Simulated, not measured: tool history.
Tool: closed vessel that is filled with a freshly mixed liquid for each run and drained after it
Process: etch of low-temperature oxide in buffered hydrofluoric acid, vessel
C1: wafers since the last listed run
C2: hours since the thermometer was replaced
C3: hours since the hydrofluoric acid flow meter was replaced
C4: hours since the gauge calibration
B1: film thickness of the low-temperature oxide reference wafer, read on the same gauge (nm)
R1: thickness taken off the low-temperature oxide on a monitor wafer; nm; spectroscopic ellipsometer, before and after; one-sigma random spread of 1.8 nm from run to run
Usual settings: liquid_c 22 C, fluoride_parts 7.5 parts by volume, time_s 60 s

Run 1, hour 0: usual settings but fluoride_parts 8 parts by volume; C1 0; C2 2453.1; C3 1354.4; C4 107; B1 139.99. Result: R1 228.45 nm.
Run 2, hour 16: usual settings but liquid_c 20.5 C; C1 1938; C2 2469.1; C3 1370.4; C4 123; B1 139.99. Result: R1 224.85 nm.
Run 3, hour 41.1: usual settings but liquid_c 20.5 C; C1 3040; C2 2494.2; C3 1395.5; C4 148.1; B1 140. Result: R1 225.32 nm.
Run 4, hour 54.4: usual settings; C1 1611; C2 2507.5; C3 1408.8; C4 161.4; B1 139.95. Result: R1 245.08 nm.
Run 5, hour 74.2: usual settings; C1 2398; C2 2527.3; C3 1428.6; C4 181.2; B1 140. Result: R1 244.18 nm.
Run 6, hour 105.3: usual settings; C1 3767; C2 2558.4; C3 1459.7; C4 212.3; B1 140.02. Result: R1 243.14 nm.
At hour 124.3: gauge calibrated.
Run 7, hour 129.9: usual settings; C1 2979; C2 2583; C3 1484.3; C4 5.6; B1 139.98. Result: R1 241.2 nm.
At hour 163.5: thermometer replaced.
Run 8, hour 165.6: usual settings; C1 4203; C2 2.1; C3 1520; C4 41.3; B1 139.99. Result: R1 239.65 nm.
Run 9, hour 178.5: usual settings but time_s 75 s; C1 1562; C2 15; C3 1532.9; C4 54.2; B1 139.98. Result: R1 300.77 nm.
Run 10, hour 212.1: usual settings; C1 4070; C2 48.6; C3 1566.5; C4 87.8; B1 140.02. Result: R1 239.76 nm.
Run 11, hour 235.5: usual settings but liquid_c 26.5 C; C1 2834; C2 72; C3 1589.9; C4 111.2; B1 139.96. Result: R1 302.65 nm.
At hour 250.9: hydrofluoric acid flow meter replaced.
Run 12, hour 260.3: usual settings but time_s 75 s; C1 2882; C2 96.8; C3 9.4; C4 136; B1 139.99. Result: R1 343.23 nm.
Run 13, hour 293.2: usual settings but liquid_c 25.5 C, fluoride_parts 8.5 parts by volume, time_s 50 s; C1 3985; C2 129.7; C3 42.3; C4 168.9; B1 140.01. Result: R1 244.61 nm.
Run 14, hour 311.9: usual settings but liquid_c 17 C, fluoride_parts 9 parts by volume, time_s 90 s; C1 2265; C2 148.4; C3 61; C4 187.6; B1 140. Result: R1 258.68 nm.
Run 15, hour 342.3: usual settings but fluoride_parts 9.5 parts by volume; C1 3682; C2 178.8; C3 91.4; C4 218; B1 140.03. Result: R1 220.58 nm.
At hour 355.3: gauge calibrated.
Run 16, hour 372.5: usual settings but liquid_c 17.5 C, fluoride_parts 5.5 parts by volume, time_s 80 s; C1 3658; C2 209; C3 121.6; C4 17.2; B1 140. Result: R1 378.46 nm.

Below, each run's measurement less what the same run would have read without the hidden state. Both values contain the same run-to-run variation, but the gauge's scatter may not be the same in both:
Hidden state present: liquid colder than its thermometer reads (K); hydrofluoric acid flow below the setpoint (%); gauge reads high (%).
run      R1
  1  -32.93
  2  -34.06
  3   -34.8
  4  -38.23
  5  -38.66
  6  -39.38
  7  -39.77
  8  -40.53
  9  -51.36
 10  -41.89
 11  -53.71
 12   -6.23
 13   -5.18
 14   -3.42
 15   -3.29
 16   -8.45
